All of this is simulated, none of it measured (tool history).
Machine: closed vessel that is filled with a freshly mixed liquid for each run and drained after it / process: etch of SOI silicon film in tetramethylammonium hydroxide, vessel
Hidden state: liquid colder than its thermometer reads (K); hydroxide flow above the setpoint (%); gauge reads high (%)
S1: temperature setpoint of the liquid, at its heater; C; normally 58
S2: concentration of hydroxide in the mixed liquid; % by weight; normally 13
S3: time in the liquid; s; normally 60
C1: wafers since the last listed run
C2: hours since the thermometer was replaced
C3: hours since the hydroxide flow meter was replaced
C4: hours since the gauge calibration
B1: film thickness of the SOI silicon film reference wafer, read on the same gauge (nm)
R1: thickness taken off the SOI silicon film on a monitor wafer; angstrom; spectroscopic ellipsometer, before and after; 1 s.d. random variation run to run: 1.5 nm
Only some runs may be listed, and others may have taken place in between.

run 1 hour=0 | S1=61 S2=15.5 S3=60 | C1=0 C2=311.6 C3=376.8 C4=1258.3 | B1=58.12 | R1=2082.2
run 2 hour=37 | S1=61 S2=15.5 S3=60 | C1=3886 C2=348.6 C3=413.8 C4=1295.3 | B1=58.07 | R1=2088.1
run 3 hour=107.2 | S1=61 S2=15.5 S3=60 | C1=7374 C2=418.8 C3=484 C4=1365.5 | B1=57.93 | R1=2088.3
run 4 hour=202.5 | S1=58 S2=13 S3=60 | C1=10010 C2=514.1 C3=579.3 C4=1460.8 | B1=57.72 | R1=1880.9
run 5 hour=288.2 | S1=58 S2=13 S3=60 | C1=9002 C2=599.8 C3=665 C4=1546.5 | B1=57.56 | R1=1860.9
run 6 hour=357.5 | S1=60.5 S2=13 S3=60 | C1=7279 C2=669.1 C3=734.3 C4=1615.8 | B1=57.42 | R1=2182.1
run 7 hour=449.4 | S1=60.5 S2=13 S3=60 | C1=9653 C2=761 C3=826.2 C4=1707.7 | B1=57.24 | R1=2161.4
-- hour=476.5 hydroxide flow meter replaced
run 8 hour=493.4 | S1=60.5 S2=13 S3=60 | C1=4516 C2=805 C3=16.9 C4=1751.7 | B1=57.17 | R1=2121.9
run 9 hour=590.3 | S1=58 S2=13 S3=80 | C1=10178 C2=901.9 C3=113.8 C4=1848.6 | B1=56.96 | R1=2433
run 10 hour=658.3 | S1=58 S2=13 S3=80 | C1=7143 C2=969.9 C3=181.8 C4=1916.6 | B1=56.84 | R1=2470.7
run 11 hour=770.7 | S1=58 S2=13 S3=80 | C1=11807 C2=1082.3 C3=294.2 C4=2029 | B1=56.62 | R1=2423.8
run 12 hour=1081.1 | S1=58 S2=15.5 S3=60 | C1=32606 C2=1392.7 C3=604.6 C4=2339.4 | B1=56.01 | R1=1646.6
run 13 hour=1125.7 | S1=52 S2=16.5 S3=60 | C1=4685 C2=1437.3 C3=649.2 C4=2384 | B1=55.92 | R1=1104.8
run 14 hour=1211.5 | S1=64 S2=9.5 S3=30 | C1=9012 C2=1523.1 C3=735 C4=2469.8 | B1=55.73 | R1=1484
run 15 hour=1261.3 | S1=60.5 S2=13 S3=60 | C1=5231 C2=1572.9 C3=784.8 C4=2519.6 | B1=55.62 | R1=2131.6
-- hour=1269.5 hydroxide flow meter replaced
-- hour=1277.4 gauge calibrated
run 16 hour=1352.6 | S1=58 S2=15 S3=60 | C1=9485 C2=1664.2 C3=83.1 C4=75.2 | B1=59.86 | R1=1798.7
run 17 hour=1439.2 | S1=61.5 S2=17 S3=95 | C1=9096 C2=1750.8 C3=169.7 C4=161.8 | B1=59.69 | R1=3412.2
run 18 hour=1518.6 | S1=55.5 S2=10 S3=75 | C1=8340 C2=1830.2 C3=249.1 C4=241.2 | B1=59.54 | R1=2275.2
run 19 hour=1589.7 | S1=64.5 S2=16.5 S3=35 | C1=7468 C2=1901.3 C3=320.2 C4=312.3 | B1=59.37 | R1=1488.9
-- hour=1652.7 thermometer replaced
run 20 hour=1686.5 | S1=58 S2=13 S3=60 | C1=10063 C2=33.8 C3=417 C4=409.1 | B1=59.18 | R1=1922.6
run 21 hour=1747 | S1=63.5 S2=13 S3=60 | C1=6355 C2=94.3 C3=477.5 C4=469.6 | B1=59.08 | R1=2687
run 22 hour=1821.9 | S1=50.5 S2=13 S3=60 | C1=7867 C2=169.2 C3=552.4 C4=544.5 | B1=58.92 | R1=1165.3
run 23 hour=1860.4 | S1=58 S2=12 S3=40 | C1=4044 C2=207.7 C3=590.9 C4=583 | B1=58.84 | R1=1320.3
-- hour=1921.8 hydroxide flow meter replaced
run 24 hour=2077.6 | S1=62 S2=9.5 S3=95 | C1=22710 C2=424.9 C3=155.8 C4=800.2 | B1=58.44 | R1=4331
run 25 hour=2156.1 | S1=51.5 S2=9 S3=45 | C1=8246 C2=503.4 C3=234.3 C4=878.7 | B1=58.26 | R1=1071.1
run 26 hour=2216.1 | S1=64 S2=13 S3=60 | C1=6302 C2=563.4 C3=294.3 C4=938.7 | B1=58.14 | R1=2714.6
run 27 hour=2304.1 | S1=63 S2=15 S3=70 | C1=9243 C2=651.4 C3=382.3 C4=1026.7 | B1=58 | R1=2752.7
run 28 hour=2344 | S1=58 S2=13 S3=60 | C1=4191 C2=691.3 C3=422.2 C4=1066.6 | B1=57.89 | R1=1861.7
run 29 hour=2420.9 | S1=50 S2=13 S3=60 | C1=8077 C2=768.2 C3=499.1 C4=1143.5 | B1=57.73 | R1=1120
run 30 hour=2606.9 | S1=58 S2=16 S3=60 | C1=19538 C2=954.2 C3=685.1 C4=1329.5 | B1=57.38 | R1=1680.3
-- hour=2677 hydroxide flow meter replaced
run 31 hour=2711 | S1=58 S2=13 S3=60 | C1=10830 C2=1058.3 C3=34 C4=1433.6 | B1=57.17 | R1=1830.3
run 32 hour=2762.1 | S1=58 S2=16.5 S3=60 | C1=5367 C2=1109.4 C3=85.1 C4=1484.7 | B1=57.05 | R1=1653.8
run 33 hour=2811.2 | S1=51.5 S2=13 S3=60 | C1=5157 C2=1158.5 C3=134.2 C4=1533.8 | B1=56.97 | R1=1208.2

Consider 4 possible next runs. They are alternatives, not a sequence: every one starts from the tool as it was left by run 33. What does each give?
run A hour=2811.9 | S1=58 S2=10.5 S3=60 | C1=73 C2=1159.2 C3=134.9 C4=1534.5 | B1=? | R1=?
run B hour=2811.9 | S1=58 S2=17 S3=95 | C1=73 C2=1159.2 C3=134.9 C4=1534.5 | B1=? | R1=?
run C hour=2811.9 | S1=64.5 S2=10 S3=35 | C1=73 C2=1159.2 C3=134.9 C4=1534.5 | B1=? | R1=?
run D hour=2811.9 | S1=63.5 S2=11 S3=85 | C1=73 C2=1159.2 C3=134.9 C4=1534.5 | B1=? | R1=?

run=A B1=56.95 R1=2036.6
run=B B1=56.95 R1=2641.1
run=C B1=56.95 R1=1805.8
run=D B1=56.95 R1=3995.9
Without the tool's hidden state the same runs would have given:
run=A R1=2145.5
run=B R1=2782.4
run=C R1=1902.4
run=D R1=4209.8
